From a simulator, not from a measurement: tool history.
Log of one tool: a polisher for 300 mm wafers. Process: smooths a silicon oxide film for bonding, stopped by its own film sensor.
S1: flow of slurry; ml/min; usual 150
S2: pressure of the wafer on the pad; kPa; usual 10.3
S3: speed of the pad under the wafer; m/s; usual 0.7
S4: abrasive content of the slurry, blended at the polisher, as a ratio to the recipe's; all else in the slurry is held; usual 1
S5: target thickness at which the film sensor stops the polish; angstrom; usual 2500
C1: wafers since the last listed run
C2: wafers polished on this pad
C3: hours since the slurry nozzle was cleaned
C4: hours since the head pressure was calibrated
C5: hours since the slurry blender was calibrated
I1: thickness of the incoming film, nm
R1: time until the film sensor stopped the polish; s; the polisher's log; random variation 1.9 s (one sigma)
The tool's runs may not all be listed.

run	hour	S1	S2	S3	S4	S5	C1	C2	C3	C4	C5	I1	R1
1	0	150	10.3	0.7	0.8	2620	0	300	148.6	458.5	196.7	308	108.8
2	19.4	150	10.3	0.7	1	2580	171	472	168	477.9	216.1	308.3	103.2
3	55.1	150	10.3	0.7	1	2580	315	787	203.7	513.6	251.8	306.1	100.3
# hour 79.3: slurry blender recalibrated
4	83.3	150	10.3	0.7	1	2580	231	1019	231.9	541.8	4	312.7	116.7
5	103	150	11	0.7	1	2500	174	1193	251.6	561.5	23.7	310	116.2
6	121.3	150	11	0.7	1	2500	161	1355	269.9	579.8	42	309.5	113.5
7	149.7	150	11	0.7	1	2500	250	1606	298.3	608.2	70.4	306.6	110.1
8	177.6	150	10.3	0.7	1	2550	246	1852	326.2	636.1	98.3	306	106.2
# hour 193: worn pad replaced by a new one
9	199	150	10.3	0.7	1	2550	153	52	347.6	657.5	119.7	316.2	128.8
10	223.5	150	10.3	0.7	1	2550	216	269	372.1	682	144.2	312.9	121.1
11	257.9	150	10.3	0.7	1	2500	303	573	406.5	716.4	178.6	313.3	135.8
12	289.1	135	9	0.88	1.1	2500	275	848	437.7	747.6	209.8	309.4	120
13	316.8	150	9	0.7	1	2300	244	1093	465.4	775.3	237.5	311.6	201.6
# hour 331.5: slurry blender recalibrated
# hour 332.7: slurry nozzle cleaned
14	351.5	150	10.3	0.7	1	2500	280	1373	18.8	810	20	305.6	122.2
15	368.1	150	10.3	0.7	1	2500	146	1520	35.4	826.6	36.6	309.6	131.8

The next listed run, before its measurement:
16	382	130	10.3	0.7	0.7	2590	122	1643	49.3	840.5	50.5	305.4	?

R1: 135.8 s
Without the tool's hidden state the same run would have given R1 123.2 s.
